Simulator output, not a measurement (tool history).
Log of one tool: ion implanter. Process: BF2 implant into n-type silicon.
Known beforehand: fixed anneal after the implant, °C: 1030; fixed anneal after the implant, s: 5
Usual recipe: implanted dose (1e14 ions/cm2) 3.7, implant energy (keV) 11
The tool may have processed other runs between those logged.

| run | hour | implanted dose (1e14 ions/cm2) | implant energy (keV) | wafers since the last listed run | hours since the last dose calibration | hours since the extraction supply was calibrated | hours since the gauge calibration | read-back reference wafer on the same gauge, sheet resistance | sheet resistance of the implanted and annealed layer (ohm/square) |
|---|---|---|---|---|---|---|---|---|---|
| 1 | 0 | 3.7 | 11 | 0 | 253.6 | 7161.8 | 257.3 | 312.03 | 344.15 |
| 2 | 17.1 | 3.7 | 11 | 275 | 270.7 | 7178.9 | 274.4 | 312.2 | 345.63 |
| 3 | 33.8 | 3.7 | 11 | 269 | 287.4 | 7195.6 | 291.1 | 311.95 | 338.17 |
| 4 | 46.7 | 3.7 | 11 | 207 | 300.3 | 7208.5 | 304 | 311.95 | 340.55 |
| 5 | 72.7 | 3.7 | 11 | 419 | 326.3 | 7234.5 | 330 | 312.17 | 342.09 |
| 6 | 93.1 | 3.7 | 11 | 328 | 346.7 | 7254.9 | 350.4 | 312.03 | 346.02 |
| 7 | 107.9 | 3.7 | 11 | 238 | 361.5 | 7269.7 | 365.2 | 311.91 | 346 |
| 8 | 131.7 | 3.7 | 11 | 383 | 385.3 | 7293.5 | 389 | 312.1 | 343.75 |
| 9 | 153.9 | 3.7 | 11 | 357 | 407.5 | 7315.7 | 411.2 | 312.16 | 343.02 |
| 10 | 170.7 | 4.23 | 10 | 270 | 424.3 | 7332.5 | 428 | 311.87 | 326.56 |
| 11 | 205.1 | 3.7 | 13.5 | 554 | 458.7 | 7366.9 | 462.4 | 312.06 | 327.96 |
|  | 215.4 | extraction supply calibrated |
| 12 | 228.4 | 3.7 | 13.5 | 246 | 482 | 13 | 485.7 | 311.82 | 327.36 |
| 13 | 263.7 | 3.7 | 13.5 | 569 | 517.3 | 48.3 | 521 | 311.75 | 328.14 |
| 14 | 293.7 | 3.46 | 13 | 483 | 547.3 | 78.3 | 551 | 312.1 | 344.01 |
| 15 | 317.6 | 3.7 | 14.5 | 385 | 571.2 | 102.2 | 574.9 | 311.93 | 326.75 |
| 16 | 332.3 | 3.7 | 11 | 236 | 585.9 | 116.9 | 589.6 | 311.85 | 346.67 |
| 17 | 349 | 3.7 | 11 | 269 | 602.6 | 133.6 | 606.3 | 312.02 | 343.47 |
| 18 | 361.2 | 3.2 | 14.5 | 196 | 614.8 | 145.8 | 618.5 | 312.09 | 357.64 |
|  | 374.8 | gauge calibrated |
| 19 | 397 | 3.7 | 11 | 577 | 650.6 | 181.6 | 22.2 | 312.06 | 345.23 |
| 20 | 417.6 | 3.34 | 8.5 | 332 | 671.2 | 202.2 | 42.8 | 312.02 | 395.84 |
|  | 449.7 | Faraday cup replaced and dose calibrated |
| 21 | 450.2 | 4.45 | 13.5 | 396 | 0.5 | 234.8 | 75.4 | 311.88 | 285.56 |
| 22 | 461.2 | 3.7 | 11 | 177 | 11.5 | 245.8 | 86.4 | 311.79 | 338.01 |
| 23 | 476.6 | 4.35 | 9 | 248 | 26.9 | 261.2 | 101.8 | 311.98 | 328.79 |
| 24 | 501.8 | 3.38 | 13 | 406 | 52.1 | 286.4 | 127 | 312.16 | 344.47 |
| 25 | 537.8 | 4.05 | 11 | 580 | 88.1 | 322.4 | 163 | 311.87 | 322.32 |
| 26 | 573.5 | 2.9 | 14 | 575 | 123.8 | 358.1 | 198.7 | 312.11 | 382.1 |
| 27 | 597.1 | 3.7 | 11 | 380 | 147.4 | 381.7 | 222.3 | 311.76 | 336.72 |
| 28 | 616.8 | 2.95 | 11 | 317 | 167.1 | 401.4 | 242 | 311.69 | 395.81 |

Hidden state or all else? Some run-to-run changes of sheet resistance of the implanted and annealed layer (ohm/square), split into what the settings, what came in and random variation would give without the hidden state, and what is left for the hidden state (with any gauge scatter that isn't in both results):
Hidden conditions of the tool in this case: deviation of the true dose from the Faraday cup's reading, %; deviation of the true energy from its setpoint, %; gauge reads high (%).
Run 20 -> 21: implanted dose (1e14 ions/cm2) 3.34 -> 4.45, implant energy (keV) 8.5 -> 13.5, Faraday cup replaced and dose calibrated. sheet resistance of the implanted and annealed layer (ohm/square) -110.28: hidden state -11.26, all else -99.02.
Run 25 -> 26: implanted dose (1e14 ions/cm2) 4.05 -> 2.9, implant energy (keV) 11 -> 14. sheet resistance of the implanted and annealed layer (ohm/square) +59.78: hidden state +3.03, all else +56.75.
